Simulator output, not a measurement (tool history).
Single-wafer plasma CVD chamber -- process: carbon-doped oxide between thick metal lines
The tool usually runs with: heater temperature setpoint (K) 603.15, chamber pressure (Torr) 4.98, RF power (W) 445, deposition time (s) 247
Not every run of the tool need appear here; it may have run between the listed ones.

run,hour,heater temperature setpoint (K),chamber pressure (Torr),RF power (W),deposition time (s),wafers since the last listed run,hours since the last thermocouple change,hours since the last RF generator calibration,hours since the last manometer calibration,hours since the showerhead was replaced,hours since the gauge calibration,"read-back reference wafer on the same gauge, thickness_nm",mean film thickness on the monitor wafer (Å)
1,0.0,603.15,4.98,445,247,0,808.6,2394.4,1259.4,2127.7,2354.5,1169.209,11657.31
2,78.3,603.15,4.98,445,247,509,886.9,2472.7,1337.7,2206.0,2432.8,1170.633,11615.12
3,116.7,603.15,4.98,445,247,249,925.3,2511.1,1376.1,2244.4,2471.2,1169.857,11614.59
# hour 135.9: RF generator calibrated
4,153.0,603.15,4.98,445,247,184,961.6,17.1,1412.4,2280.7,2507.5,1170.818,12254.38
5,256.8,603.15,4.98,445,247,675,1065.4,120.9,1516.2,2384.5,2611.3,1168.579,12306.71
# hour 340.3: capacitance manometer re-zeroed and calibrated
6,436.1,608.15,4.98,445,247,1114,1244.7,300.2,95.8,2563.8,2790.6,1170.285,12143.20
# hour 445.9: gauge calibrated
7,536.0,608.15,4.98,445,247,650,1344.6,400.1,195.7,2663.7,90.1,1168.510,12000.89
8,668.4,603.15,4.98,445,247,861,1477.0,532.5,328.1,2796.1,222.5,1168.352,12235.88
9,712.6,615.15,5.97,405,285,287,1521.2,576.7,372.3,2840.3,266.7,1170.706,13106.26
10,803.6,603.15,4.98,445,213,592,1612.2,667.7,463.3,2931.3,357.7,1169.228,10624.63
11,906.0,615.15,5.60,420,247,666,1714.6,770.1,565.7,3033.7,460.1,1171.705,11581.77
12,1008.6,603.15,4.98,385,247,667,1817.2,872.7,668.3,3136.3,562.7,1170.891,11142.90
# hour 1044.4: showerhead replaced
13,1075.2,616.15,4.98,495,234,381,1883.8,939.3,734.9,30.8,629.3,1172.587,11812.44
14,1168.8,609.15,4.28,445,247,609,1977.4,1032.9,828.5,124.4,722.9,1170.977,11545.84
15,1252.6,599.15,5.65,515,247,545,2061.2,1116.7,912.3,208.2,806.7,1170.766,13801.92
16,1339.9,589.15,5.86,445,247,568,2148.5,1204.0,999.6,295.5,894.0,1171.173,13178.97
17,1429.9,611.15,4.98,445,247,585,2238.5,1294.0,1089.6,385.5,984.0,1169.784,11702.66
# hour 1446.3: thermocouple changed; heater temperature recalibrated
18,1534.0,599.15,3.91,475,247,625,87.7,1398.1,1193.7,489.6,1088.1,1169.442,12499.79
19,1581.1,590.15,4.98,445,209,306,134.8,1445.2,1240.8,536.7,1135.2,1169.671,10703.35
20,1675.3,594.15,4.98,445,205,613,229.0,1539.4,1335.0,630.9,1229.4,1169.437,10361.09
21,1748.1,603.15,3.83,360,247,473,301.8,1612.2,1407.8,703.7,1302.2,1170.720,9937.20
22,1843.0,603.15,4.98,495,207,617,396.7,1707.1,1502.7,798.6,1397.1,1170.048,10659.88
23,1912.7,603.15,4.56,445,296,453,466.4,1776.8,1572.4,868.3,1466.8,1169.507,14188.95
# hour 1969.1: capacitance manometer re-zeroed and calibrated
24,1969.6,612.15,4.11,445,234,318,523.3,1833.7,0.5,925.2,1523.7,1169.635,10686.54
25,2060.1,617.15,5.42,415,262,589,613.8,1924.2,91.0,1015.7,1614.2,1169.394,11617.17
26,2099.9,603.15,4.98,445,247,259,653.6,1964.0,130.8,1055.5,1654.0,1168.534,11924.74
27,2205.2,593.15,5.95,525,247,685,758.9,2069.3,236.1,1160.8,1759.3,1171.273,13952.58
28,2261.4,603.15,4.98,445,247,365,815.1,2125.5,292.3,1217.0,1815.5,1169.403,11940.80

What differs in the tool's unlogged condition from the final listed run ahead of each entry between runs to the first listed run following it?
After run 3, before run 4: RF generator calibrated (hour 135.9)
  delivered RF power above the setpoint (%): -8.76 -> -0.894
  difference, measured minus the result without the unlogged condition, mean film thickness on the monitor wafer (Å): -748.87 -> -75.42
After run 5, before run 6: capacitance manometer re-zeroed and calibrated (hour 340.3)
  delivered RF power above the setpoint (%): -0.913 -> -1.02
  difference, measured minus the result without the unlogged condition, mean film thickness on the monitor wafer (Å): -77.39 -> -84.94
After run 6, before run 7: gauge calibrated (hour 445.9)
  delivered RF power above the setpoint (%): -1.02 -> -1.11
  difference, measured minus the result without the unlogged condition, mean film thickness on the monitor wafer (Å): -84.94 -> -91.82
After run 12, before run 13: showerhead replaced (hour 1044.4)
  delivered RF power above the setpoint (%): -1.92 -> -2.08
  difference, measured minus the result without the unlogged condition, mean film thickness on the monitor wafer (Å): -151.10 -> -147.25
After run 17, before run 18: thermocouple changed; heater temperature recalibrated (hour 1446.3)
  delivered RF power above the setpoint (%): -3.15 -> -3.53
  difference, measured minus the result without the unlogged condition, mean film thickness on the monitor wafer (Å): -258.65 -> -266.98
After run 23, before run 24: capacitance manometer re-zeroed and calibrated (hour 1969.1)
  delivered RF power above the setpoint (%): -5.15 -> -5.43
  difference, measured minus the result without the unlogged condition, mean film thickness on the monitor wafer (Å): -521.24 -> -414.67
